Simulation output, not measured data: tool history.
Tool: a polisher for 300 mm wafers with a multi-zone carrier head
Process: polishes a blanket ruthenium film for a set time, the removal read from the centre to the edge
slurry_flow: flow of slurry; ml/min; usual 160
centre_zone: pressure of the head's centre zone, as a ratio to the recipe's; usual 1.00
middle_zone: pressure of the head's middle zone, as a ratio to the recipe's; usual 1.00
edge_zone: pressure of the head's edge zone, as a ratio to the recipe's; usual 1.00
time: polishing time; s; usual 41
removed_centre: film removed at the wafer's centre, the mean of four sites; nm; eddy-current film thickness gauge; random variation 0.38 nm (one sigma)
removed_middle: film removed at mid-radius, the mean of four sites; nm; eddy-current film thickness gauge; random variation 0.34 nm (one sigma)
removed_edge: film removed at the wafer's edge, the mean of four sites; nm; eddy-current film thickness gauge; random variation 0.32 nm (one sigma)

run    hour  slurry_flow  centre_zone  middle_zone  edge_zone  time  incoming thickness of the incoming film, nm  removed_centre  removed_middle  removed_edge
  1     0.0          190         1.00         1.00       1.00    34                                        458.6            24.1            23.3          24.2
       21.4  -- slurry nozzle cleaned
  2   174.7          110         0.97         0.92       1.00    41                                        459.2            25.0            24.8          27.8
  3   225.3          160         0.96         1.06       1.00    46                                        458.0            31.7            34.3          32.8
      228.0  -- centre zone pressure recalibrated
  4   249.3          160         1.09         1.00       1.00    53                                        459.9            40.8            37.4          37.6
  5   320.1          180         0.94         1.11       1.00    28                                        451.5            18.9            21.6          20.1
  6   378.0          160         1.00         1.00       1.00    41                                        469.8            28.0            28.7          29.1
      409.5  -- carrier head's membrane replaced by a new one
      425.2  -- edge zone pressure recalibrated
      476.2  -- worn pad replaced by a new one
  7   539.8          160         1.00         1.00       1.00    41                                        461.7            28.4            28.3          29.0
  8   600.8          160         1.00         1.09       1.09    41                                        466.5            27.9            30.3          29.8
  9   639.8          160         1.00         1.00       1.00    41                                        461.3            28.2            27.6          28.3
 10   667.2          160         1.00         1.00       0.89    41                                        464.1            27.3            27.2          26.8
 11   694.1          140         1.00         1.00       1.00    41                                        459.4            26.6            26.6          27.1
      722.4  -- centre zone pressure recalibrated
 12   761.0          160         1.00         1.00       1.00    41                                        456.1            26.6            27.0          27.9
 13   786.2          125         0.92         1.00       1.00    52                                        456.8            29.1            31.7          34.8
 14   818.3          160         1.00         1.00       1.00    41                                        460.9            26.9            27.7          28.4
 15   876.6          160         1.00         1.00       1.00    36                                        456.8            23.5            23.1          25.3
 16   903.4          160         1.00         1.00       1.00    41                                        456.1            27.8            27.7          27.8
 17   941.6          160         1.06         1.00       1.00    37                                        460.8            26.0            24.3          25.3
      944.9  -- slurry nozzle cleaned
 18   967.0          160         1.00         1.00       0.92    41                                        463.9            29.1            28.7          28.5
      983.6  -- worn pad replaced by a new one
 19  1017.2          110         0.92         1.00       1.00    41                                        455.2            24.0            26.1          27.2
 20  1055.1          160         1.11         1.10       0.96    41                                        458.2            32.5            31.5          28.4
 21  1109.2          160         1.07         1.00       1.06    41                                        459.8            31.0            28.1          30.4
 22  1150.0          160         1.00         1.00       1.00    32                                        454.7            22.2            22.0          23.4

4 ways to go on from here, each from the tool as it stands after run 22. What would each give?
  A  1150.4          160         1.00         1.08       1.00    41                                        464.5               ?               ?             ?
  B  1150.4          125         1.03         1.00       0.95    49                                        464.5               ?               ?             ?
  C  1150.4          120         1.00         1.00       1.00    32                                        464.5               ?               ?             ?
  D  1150.4          160         1.00         0.95       1.00    48                                        464.5               ?               ?             ?

run  removed_centre  removed_middle  removed_edge
  A            28.6            29.6          29.6
  B            32.8            31.2          33.3
  C            20.5            20.1          22.0
  D            33.5            31.1          34.8
Without the tool's hidden state the same runs would have given:
run  removed_centre  removed_middle  removed_edge
  A            29.2            30.2          30.0
  B            33.7            32.0          33.8
  C            21.1            20.6          22.4
  D            34.2            31.7          35.2
